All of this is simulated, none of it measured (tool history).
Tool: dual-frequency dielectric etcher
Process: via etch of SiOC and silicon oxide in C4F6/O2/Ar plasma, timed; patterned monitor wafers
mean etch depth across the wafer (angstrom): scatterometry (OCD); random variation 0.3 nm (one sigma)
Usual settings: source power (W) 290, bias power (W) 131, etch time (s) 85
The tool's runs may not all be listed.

run,day,source power (W),bias power (W),etch time (s),"read-back reference wafer on the same gauge, depth_nm",mean etch depth across the wafer (angstrom)
1,0,290,131,85,78.8,839
2,2.533,290,131,85,78.8,837
3,4.608,290,131,85,78.8,841
4,8.062,290,131,85,78.8,848
5,9.662,290,131,85,78.7,848
6,11.588,310,131,85,78.8,882
7,15.696,310,131,85,78.8,889
8,19.292,310,131,85,78.9,891
9,21.279,290,131,85,78.8,862
# day 23.008: wet clean of the chamber
10,25.371,290,156,85,78.9,883
11,28.338,290,141,91,78.7,912
12,31.4,290,141,91,78.8,926
13,34.975,290,141,91,78.7,923
# day 36.204: bias power generator calibrated
14,39.054,290,131,85,78.8,847
15,40.612,290,140,105,78.8,1073

Forecast run 16:
16,42.2,290,131,99.5,?,?

Run 16 gave read-back reference wafer on the same gauge, depth_nm 78.8, mean etch depth across the wafer (angstrom) 997.
Without the tool's hidden state the same run would have given mean etch depth across the wafer (angstrom) 994.
